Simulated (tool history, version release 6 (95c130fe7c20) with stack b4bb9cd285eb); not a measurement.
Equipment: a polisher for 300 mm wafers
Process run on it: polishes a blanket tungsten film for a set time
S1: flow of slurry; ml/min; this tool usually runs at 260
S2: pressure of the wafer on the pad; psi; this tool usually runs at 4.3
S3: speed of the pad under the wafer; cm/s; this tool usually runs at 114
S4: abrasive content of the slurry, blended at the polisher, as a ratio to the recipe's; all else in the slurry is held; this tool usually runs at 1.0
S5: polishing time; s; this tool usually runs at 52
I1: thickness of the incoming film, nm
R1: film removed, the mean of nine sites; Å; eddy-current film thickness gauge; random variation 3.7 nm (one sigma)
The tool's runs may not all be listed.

Run 1, hour 0.0: usual settings; I1 921.4. Result: R1 3850 Å.
Run 2, hour 12.7: usual settings; I1 938.9. Result: R1 3833 Å.
Run 3, hour 26.8: usual settings but S1 325 ml/min, S2 4.6 psi; I1 918.7. Result: R1 4196 Å.
At hour 35.3: worn pad replaced by a new one.
Run 4, hour 38.1: usual settings but S1 330 ml/min, S2 3.1 psi; I1 931.1. Result: R1 2911 Å.
Run 5, hour 51.0: usual settings but S1 330 ml/min, S2 3.1 psi; I1 901.9. Result: R1 2868 Å.
Run 6, hour 65.2: usual settings but S1 330 ml/min, S2 3.1 psi; I1 900.6. Result: R1 2834 Å.
Run 7, hour 78.1: usual settings but S1 325 ml/min; I1 903.1. Result: R1 3904 Å.
Run 8, hour 89.9: usual settings; I1 922.9. Result: R1 3828 Å.
At hour 95.1: slurry blender recalibrated.
Run 9, hour 103.2: usual settings; I1 928.8. Result: R1 3822 Å.
Run 10, hour 114.7: usual settings but S2 3.9 psi; I1 914.2. Result: R1 3450 Å.
Run 11, hour 124.7: usual settings but S2 3.9 psi; I1 914.2. Result: R1 3407 Å.
At hour 129.7: worn pad replaced by a new one.
At hour 132.2: slurry tank refilled with fresh slurry and peroxide.
Run 12, hour 139.6: usual settings but S4 1.1; I1 929.9. Result: R1 3964 Å.
Run 13, hour 147.5: usual settings; I1 921.7. Result: R1 3870 Å.
Run 14, hour 158.1: usual settings but S1 295 ml/min, S2 5.0 psi, S3 82 cm/s, S5 47 s; I1 906.6. Result: R1 3091 Å.
Run 15, hour 164.6: usual settings but S1 330 ml/min, S3 94 cm/s, S5 42 s; I1 920.1. Result: R1 2630 Å.

Forecast run 16:
Run 16, hour 175.1: usual settings but S1 315 ml/min, S2 5.5 psi, S4 1.2, S5 65 s; I1 939.6. Result: R1 ?.

Run 16 produced R1 6526 Å.
With the hidden condition absent and the run-to-run variation left alone, this run would have shown R1 6763 Å.

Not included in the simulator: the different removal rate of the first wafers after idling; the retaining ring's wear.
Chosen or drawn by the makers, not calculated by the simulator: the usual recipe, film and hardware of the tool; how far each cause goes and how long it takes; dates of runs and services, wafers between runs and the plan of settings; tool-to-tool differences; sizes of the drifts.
